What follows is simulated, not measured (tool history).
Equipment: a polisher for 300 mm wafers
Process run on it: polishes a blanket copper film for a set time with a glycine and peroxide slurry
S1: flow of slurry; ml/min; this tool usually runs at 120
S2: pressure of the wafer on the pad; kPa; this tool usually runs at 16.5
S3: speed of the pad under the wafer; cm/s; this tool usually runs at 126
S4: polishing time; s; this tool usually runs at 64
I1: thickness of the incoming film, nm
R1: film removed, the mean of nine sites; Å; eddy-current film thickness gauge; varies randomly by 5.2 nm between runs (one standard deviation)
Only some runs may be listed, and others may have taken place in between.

run    hour   S1    S2   S3  S4      I1    R1
  1       0  120  16.5  100  64  1991.2  2942
         10  -- worn pad replaced by a new one
  2    90.9  120  16.5  100  64  1979.6  3139
  3   172.7  120  16.5  100  64  1965.8  3081
  4   276.8  120  16.5  126  64  1961.3  3629
  5   333.3  120  16.5  126  64  1955.3  3679
      369.2  -- head pressure recalibrated
  6   413.7  120  17.9  126  64  1941.7  3749
        442  -- slurry nozzle cleaned
  7     452  120  16.5  126  64  1943.9  3510
      488.2  -- worn pad replaced by a new one
  8   540.8  120  16.5  126  64  1966.9  3812
  9     643  120  16.5  126  64  1941.8  3852
 10   680.3  120  16.5  126  64  1995.2  3774
 11   739.4  120  16.5  126  64    1987  3700
 12   819.8  120  16.5  126  64  1932.2  3648
 13   882.3  120  16.5  126  64  1963.9  3485
 14   947.9  120  16.5  126  64  1990.9  3531
      971.1  -- head pressure recalibrated
     1038.5  -- worn pad replaced by a new one
 15    1045  120  16.5  112  50  1937.5  2689
     1133.8  -- slurry nozzle cleaned
 16    1149  120  16.5  112  50  1953.3  2665
 17  1200.5  120  16.5  126  74  1969.8  4246
 18  1283.5  120  19.3  116  64  1958.9  3804
 19  1354.6  120  16.5   92  64  1948.2  2879
 20  1433.1  155  16.5  126  64  1944.9  3719
     1475.1  -- head pressure recalibrated
 21  1482.7  120  18.6  126  64  1975.9  3862
 22  1543.8  120  22.1  126  64  1987.4  4346
 23  1580.7  120  16.5  102  64  1961.9  2810
 24  1620.5  140  13.8   86  64  1969.9  2262
     1634.3  -- worn pad replaced by a new one
 25    1699   85  14.5  126  44  1968.6  2234
 26  1806.6  120  16.5  126  64  1915.5  3736
 27  1865.6  105    20  106  64  1950.4  3556
     1922.7  -- slurry nozzle cleaned
 28  1923.3  120  12.4  126  64  1947.9  3009
     1970.9  -- head pressure recalibrated
 29  1975.5  120  16.5  154  64  1957.6  4304
 30  2041.7  140  16.5  126  64    1937  3635
     2089.9  -- worn pad replaced by a new one
 31  2136.4  130  16.5  126  50  1961.6  3061
 32  2180.5  120  16.5  126  64  1947.9  3905
 33  2440.9  140  16.5   82  64  1972.2  2664
 34  2479.6  140  16.5   82  64  1959.1  2527
     2535.4  -- head pressure recalibrated
 35  2535.9  120  16.5  126  64  1974.1  3545
     2570.1  -- worn pad replaced by a new one
 36  2638.7  120    20  100  64  1956.2  3528

Here are 4 independent what-if runs from the current tool condition. What would each one return?
  A  2639.1  120  16.5  126  64  1971.6   ?
  B  2639.1  120  16.5  126  57  1971.6   ?
  C  2639.1  150  16.5  126  64  1971.6   ?
  D  2639.1   85  16.5  106  46  1971.6   ?

run    R1
  A  3776
  B  3363
  C  3905
  D  2222
What these runs would have given with no unlogged condition in the tool:
run    R1
  A  3790
  B  3375
  C  3919
  D  2230
